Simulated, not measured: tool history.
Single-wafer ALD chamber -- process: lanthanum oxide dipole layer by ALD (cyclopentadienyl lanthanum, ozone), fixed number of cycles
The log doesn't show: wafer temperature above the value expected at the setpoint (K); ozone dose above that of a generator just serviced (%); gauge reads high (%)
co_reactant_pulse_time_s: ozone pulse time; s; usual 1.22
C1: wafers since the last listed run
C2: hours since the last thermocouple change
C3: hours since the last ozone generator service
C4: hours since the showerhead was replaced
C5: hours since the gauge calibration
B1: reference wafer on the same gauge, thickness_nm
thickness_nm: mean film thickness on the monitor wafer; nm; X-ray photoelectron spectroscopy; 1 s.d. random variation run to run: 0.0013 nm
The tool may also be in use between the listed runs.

run 1 day=0.000 | co_reactant_pulse_time_s=1.22 | C1=0 C2=2324.5 C3=378.8 C4=5553.3 C5=234.2 | B1=0.523 | thickness_nm=0.513
run 2 day=0.746 | co_reactant_pulse_time_s=1.22 | C1=394 C2=2342.4 C3=396.7 C4=5571.2 C5=252.1 | B1=0.523 | thickness_nm=0.513
run 3 day=1.346 | co_reactant_pulse_time_s=1.22 | C1=317 C2=2356.8 C3=411.1 C4=5585.6 C5=266.5 | B1=0.523 | thickness_nm=0.514
run 4 day=1.838 | co_reactant_pulse_time_s=1.00 | C1=260 C2=2368.6 C3=422.9 C4=5597.4 C5=278.3 | B1=0.523 | thickness_nm=0.483
run 5 day=2.538 | co_reactant_pulse_time_s=1.00 | C1=370 C2=2385.4 C3=439.7 C4=5614.2 C5=295.1 | B1=0.523 | thickness_nm=0.483
run 6 day=2.883 | co_reactant_pulse_time_s=1.22 | C1=183 C2=2393.7 C3=448.0 C4=5622.5 C5=303.4 | B1=0.523 | thickness_nm=0.514
run 7 day=3.421 | co_reactant_pulse_time_s=1.22 | C1=284 C2=2406.6 C3=460.9 C4=5635.4 C5=316.3 | B1=0.523 | thickness_nm=0.511
run 8 day=3.912 | co_reactant_pulse_time_s=1.22 | C1=260 C2=2418.4 C3=472.7 C4=5647.2 C5=328.1 | B1=0.523 | thickness_nm=0.512
run 9 day=4.333 | co_reactant_pulse_time_s=1.22 | C1=222 C2=2428.5 C3=482.8 C4=5657.3 C5=338.2 | B1=0.523 | thickness_nm=0.511
run 10 day=4.842 | co_reactant_pulse_time_s=0.87 | C1=269 C2=2440.7 C3=495.0 C4=5669.5 C5=350.4 | B1=0.523 | thickness_nm=0.457
run 11 day=5.117 | co_reactant_pulse_time_s=1.12 | C1=145 C2=2447.3 C3=501.6 C4=5676.1 C5=357.0 | B1=0.523 | thickness_nm=0.498
run 12 day=5.742 | co_reactant_pulse_time_s=1.22 | C1=330 C2=2462.3 C3=516.6 C4=5691.1 C5=372.0 | B1=0.523 | thickness_nm=0.509
run 13 day=6.138 | co_reactant_pulse_time_s=1.22 | C1=209 C2=2471.8 C3=526.1 C4=5700.6 C5=381.5 | B1=0.523 | thickness_nm=0.510
run 14 day=6.704 | co_reactant_pulse_time_s=1.22 | C1=299 C2=2485.4 C3=539.7 C4=5714.2 C5=395.1 | B1=0.523 | thickness_nm=0.506
-- day=7.371 showerhead replaced, of another model than before
-- day=7.612 ozone generator serviced
run 15 day=7.633 | co_reactant_pulse_time_s=0.78 | C1=188 C2=2507.7 C3=0.5 C4=6.3 C5=417.4 | B1=0.523 | thickness_nm=0.361
run 16 day=7.767 | co_reactant_pulse_time_s=1.22 | C1=70 C2=2510.9 C3=3.7 C4=9.5 C5=420.6 | B1=0.523 | thickness_nm=0.524
run 17 day=8.142 | co_reactant_pulse_time_s=0.82 | C1=198 C2=2519.9 C3=12.7 C4=18.5 C5=429.6 | B1=0.523 | thickness_nm=0.386
run 18 day=8.638 | co_reactant_pulse_time_s=1.61 | C1=262 C2=2531.8 C3=24.6 C4=30.4 C5=441.5 | B1=0.523 | thickness_nm=0.562
-- day=8.979 gauge calibrated
run 19 day=9.012 | co_reactant_pulse_time_s=0.91 | C1=198 C2=2540.8 C3=33.6 C4=39.4 C5=0.8 | B1=0.523 | thickness_nm=0.431
run 20 day=10.188 | co_reactant_pulse_time_s=0.93 | C1=621 C2=2569.0 C3=61.8 C4=67.6 C5=29.0 | B1=0.523 | thickness_nm=0.440
-- day=10.721 thermocouple changed; heater temperature recalibrated
run 21 day=10.817 | co_reactant_pulse_time_s=1.34 | C1=156 C2=2.3 C3=76.9 C4=82.7 C5=44.1 | B1=0.523 | thickness_nm=0.537
run 22 day=11.454 | co_reactant_pulse_time_s=0.83 | C1=337 C2=17.6 C3=92.2 C4=98.0 C5=59.4 | B1=0.523 | thickness_nm=0.385
run 23 day=11.992 | co_reactant_pulse_time_s=1.22 | C1=284 C2=30.5 C3=105.1 C4=110.9 C5=72.3 | B1=0.523 | thickness_nm=0.518
run 24 day=12.671 | co_reactant_pulse_time_s=1.55 | C1=359 C2=46.8 C3=121.4 C4=127.2 C5=88.6 | B1=0.523 | thickness_nm=0.554
run 25 day=13.117 | co_reactant_pulse_time_s=0.99 | C1=236 C2=57.5 C3=132.1 C4=137.9 C5=99.3 | B1=0.523 | thickness_nm=0.458
run 26 day=13.829 | co_reactant_pulse_time_s=1.22 | C1=377 C2=74.6 C3=149.2 C4=155.0 C5=116.4 | B1=0.523 | thickness_nm=0.516
run 27 day=14.171 | co_reactant_pulse_time_s=1.06 | C1=180 C2=82.8 C3=157.4 C4=163.2 C5=124.6 | B1=0.523 | thickness_nm=0.478
run 28 day=14.738 | co_reactant_pulse_time_s=0.86 | C1=299 C2=96.4 C3=171.0 C4=176.8 C5=138.2 | B1=0.523 | thickness_nm=0.399
run 29 day=16.588 | co_reactant_pulse_time_s=1.64 | C1=979 C2=140.8 C3=215.4 C4=221.2 C5=182.6 | B1=0.523 | thickness_nm=0.557
run 30 day=17.012 | co_reactant_pulse_time_s=1.04 | C1=224 C2=151.0 C3=225.6 C4=231.4 C5=192.8 | B1=0.523 | thickness_nm=0.467
run 31 day=17.383 | co_reactant_pulse_time_s=1.22 | C1=196 C2=159.9 C3=234.5 C4=240.3 C5=201.7 | B1=0.523 | thickness_nm=0.512
run 32 day=17.708 | co_reactant_pulse_time_s=1.22 | C1=172 C2=167.7 C3=242.3 C4=248.1 C5=209.5 | B1=0.523 | thickness_nm=0.512
run 33 day=18.017 | co_reactant_pulse_time_s=1.54 | C1=163 C2=175.1 C3=249.7 C4=255.5 C5=216.9 | B1=0.523 | thickness_nm=0.549
run 34 day=18.750 | co_reactant_pulse_time_s=1.22 | C1=388 C2=192.7 C3=267.3 C4=273.1 C5=234.5 | B1=0.523 | thickness_nm=0.508

The tool's hidden state at each run:
wafer temperature above the value expected at the setpoint (K): 0, the same for each run
gauge reads high (%): 0, the same for each run
H1: ozone dose above that of a generator just serviced (%)
run=1 H1=-8.33
run=2 H1=-8.7
run=3 H1=-9
run=4 H1=-9.25
run=5 H1=-9.6
run=6 H1=-9.77
run=7 H1=-10
run=8 H1=-10.3
run=9 H1=-10.5
run=10 H1=-10.7
run=11 H1=-10.9
run=12 H1=-11.2
run=13 H1=-11.4
run=14 H1=-11.7
run=15 H1=-0.902
run=16 H1=-0.968
run=17 H1=-1.16
run=18 H1=-1.4
run=19 H1=-1.59
run=20 H1=-2.18
run=21 H1=-2.49
run=22 H1=-2.81
run=23 H1=-3.08
run=24 H1=-3.41
run=25 H1=-3.64
run=26 H1=-3.99
run=27 H1=-4.16
run=28 H1=-4.45
run=29 H1=-5.37
run=30 H1=-5.58
run=31 H1=-5.76
run=32 H1=-5.93
run=33 H1=-6.08
run=34 H1=-6.45

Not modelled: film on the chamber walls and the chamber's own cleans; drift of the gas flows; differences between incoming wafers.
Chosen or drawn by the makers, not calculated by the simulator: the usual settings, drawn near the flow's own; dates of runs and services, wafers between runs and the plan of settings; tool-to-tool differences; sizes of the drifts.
